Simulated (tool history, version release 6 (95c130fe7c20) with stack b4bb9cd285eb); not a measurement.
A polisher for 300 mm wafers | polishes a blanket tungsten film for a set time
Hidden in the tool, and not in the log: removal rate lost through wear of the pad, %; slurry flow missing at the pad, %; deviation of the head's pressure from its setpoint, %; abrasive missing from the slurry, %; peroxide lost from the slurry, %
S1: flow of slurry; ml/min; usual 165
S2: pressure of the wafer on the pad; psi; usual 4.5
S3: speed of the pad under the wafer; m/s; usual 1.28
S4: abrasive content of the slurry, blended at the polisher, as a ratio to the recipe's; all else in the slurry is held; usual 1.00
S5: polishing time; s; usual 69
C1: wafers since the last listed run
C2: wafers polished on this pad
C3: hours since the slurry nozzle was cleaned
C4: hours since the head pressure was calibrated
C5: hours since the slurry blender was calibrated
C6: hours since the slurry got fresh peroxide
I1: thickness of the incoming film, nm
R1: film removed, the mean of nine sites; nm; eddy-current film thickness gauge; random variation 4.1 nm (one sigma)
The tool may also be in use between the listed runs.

Run 1, hour 0.0: usual settings but S2 3.6 psi; C1 0; C2 1121; C3 387.6; C4 145.7; C5 165.6; C6 248.1; I1 1404.4. Result: R1 342.3 nm.
At hour 30.4: slurry tank refilled with fresh slurry and peroxide.
Run 2, hour 33.3: usual settings but S2 3.6 psi; C1 207; C2 1328; C3 420.9; C4 179.0; C5 198.9; C6 2.9; I1 1400.4. Result: R1 342.2 nm.
Run 3, hour 49.3: usual settings but S2 3.6 psi; C1 102; C2 1431; C3 436.9; C4 195.0; C5 214.9; C6 18.9; I1 1389.6. Result: R1 347.9 nm.
At hour 72.4: worn pad replaced by a new one.
Run 4, hour 72.9: usual settings; C1 126; C2 3; C3 460.5; C4 218.6; C5 238.5; C6 42.5; I1 1410.8. Result: R1 433.8 nm.
Run 5, hour 96.4: usual settings but S5 56 s; C1 151; C2 154; C3 484.0; C4 242.1; C5 262.0; C6 66.0; I1 1401.5. Result: R1 346.3 nm.
Run 6, hour 114.3: usual settings but S1 220 ml/min, S3 1.06 m/s, S4 0.85, S5 61 s; C1 115; C2 269; C3 501.9; C4 260.0; C5 279.9; C6 83.9; I1 1402.3. Result: R1 305.7 nm.
Run 7, hour 153.2: usual settings but S1 220 ml/min, S3 1.14 m/s, S4 1.25; C1 250; C2 519; C3 540.8; C4 298.9; C5 318.8; C6 122.8; I1 1422.1. Result: R1 428.5 nm.
Run 8, hour 167.9: usual settings but S2 5.5 psi, S3 1.62 m/s; C1 94; C2 613; C3 555.5; C4 313.6; C5 333.5; C6 137.5; I1 1409.3. Result: R1 659.7 nm.
At hour 218.8: slurry nozzle cleaned.
Run 9, hour 251.8: usual settings; C1 532; C2 1146; C3 33.0; C4 397.5; C5 417.4; C6 221.4; I1 1402.0. Result: R1 422.0 nm.
Run 10, hour 281.4: usual settings; C1 190; C2 1337; C3 62.6; C4 427.1; C5 447.0; C6 251.0; I1 1419.5. Result: R1 428.8 nm.
At hour 304.3: slurry tank refilled with fresh slurry and peroxide.
Run 11, hour 314.3: usual settings but S3 1.64 m/s; C1 205; C2 1542; C3 95.5; C4 460.0; C5 479.9; C6 10.0; I1 1391.4. Result: R1 536.0 nm.
Run 12, hour 326.9: usual settings but S1 190 ml/min, S5 45 s; C1 81; C2 1623; C3 108.1; C4 472.6; C5 492.5; C6 22.6; I1 1392.1. Result: R1 282.1 nm.
At hour 342.5: slurry blender recalibrated.
At hour 369.1: worn pad replaced by a new one.
Run 13, hour 381.5: usual settings but S1 185 ml/min, S2 5.1 psi, S3 1.62 m/s; C1 312; C2 79; C3 162.7; C4 527.2; C5 39.0; C6 77.2; I1 1397.3. Result: R1 629.6 nm.
Run 14, hour 412.9: usual settings but S3 1.08 m/s, S5 56 s; C1 201; C2 281; C3 194.1; C4 558.6; C5 70.4; C6 108.6; I1 1408.3. Result: R1 293.4 nm.
Run 15, hour 437.1: usual settings; C1 155; C2 437; C3 218.3; C4 582.8; C5 94.6; C6 132.8; I1 1405.8. Result: R1 430.9 nm.
Run 16, hour 472.3: usual settings; C1 226; C2 663; C3 253.5; C4 618.0; C5 129.8; C6 168.0; I1 1400.6. Result: R1 430.3 nm.
Run 17, hour 503.0: usual settings but S1 125 ml/min, S2 3.1 psi, S3 0.90 m/s; C1 197; C2 861; C3 284.2; C4 648.7; C5 160.5; C6 198.7; I1 1390.7. Result: R1 197.3 nm.
Run 18, hour 528.7: usual settings; C1 165; C2 1026; C3 309.9; C4 674.4; C5 186.2; C6 224.4; I1 1401.2. Result: R1 431.5 nm.
At hour 556.1: slurry tank refilled with fresh slurry and peroxide.
Run 19, hour 557.7: usual settings; C1 180; C2 1206; C3 338.9; C4 703.4; C5 215.2; C6 1.6; I1 1414.0. Result: R1 424.2 nm.
Run 20, hour 577.2: usual settings but S1 205 ml/min, S2 3.3 psi, S3 0.92 m/s, S5 47 s; C1 125; C2 1331; C3 358.4; C4 722.9; C5 234.7; C6 21.1; I1 1410.0. Result: R1 155.3 nm.
Run 21, hour 612.6: usual settings; C1 227; C2 1559; C3 393.8; C4 758.3; C5 270.1; C6 56.5; I1 1393.5. Result: R1 427.0 nm.
Run 22, hour 631.7: usual settings but S1 195 ml/min, S3 0.92 m/s, S4 0.90; C1 122; C2 1682; C3 412.9; C4 777.4; C5 289.2; C6 75.6; I1 1401.9. Result: R1 303.5 nm.
Run 23, hour 650.4: usual settings but S3 1.64 m/s, S5 82 s; C1 120; C2 1802; C3 431.6; C4 796.1; C5 307.9; C6 94.3; I1 1414.7. Result: R1 663.5 nm.
At hour 658.1: worn pad replaced by a new one.
Run 24, hour 677.7: usual settings but S2 4.9 psi, S4 0.80; C1 149; C2 125; C3 458.9; C4 823.4; C5 335.2; C6 121.6; I1 1407.3. Result: R1 431.1 nm.
Run 25, hour 700.3: usual settings; C1 145; C2 271; C3 481.5; C4 846.0; C5 357.8; C6 144.2; I1 1397.6. Result: R1 427.7 nm.
Run 26, hour 728.8: usual settings but S1 220 ml/min; C1 183; C2 454; C3 510.0; C4 874.5; C5 386.3; C6 172.7; I1 1438.9. Result: R1 444.2 nm.
Run 27, hour 753.7: usual settings but S2 4.0 psi; C1 160; C2 614; C3 534.9; C4 899.4; C5 411.2; C6 197.6; I1 1412.6. Result: R1 382.7 nm.

The tool's hidden state at each run:
removal rate lost through wear of the pad, %: 0 in every run
slurry flow missing at the pad, %: 0 in every run
deviation of the head's pressure from its setpoint, %: 0 in every run
abrasive missing from the slurry, %: 0 in every run
peroxide lost from the slurry, %: 0 in every run

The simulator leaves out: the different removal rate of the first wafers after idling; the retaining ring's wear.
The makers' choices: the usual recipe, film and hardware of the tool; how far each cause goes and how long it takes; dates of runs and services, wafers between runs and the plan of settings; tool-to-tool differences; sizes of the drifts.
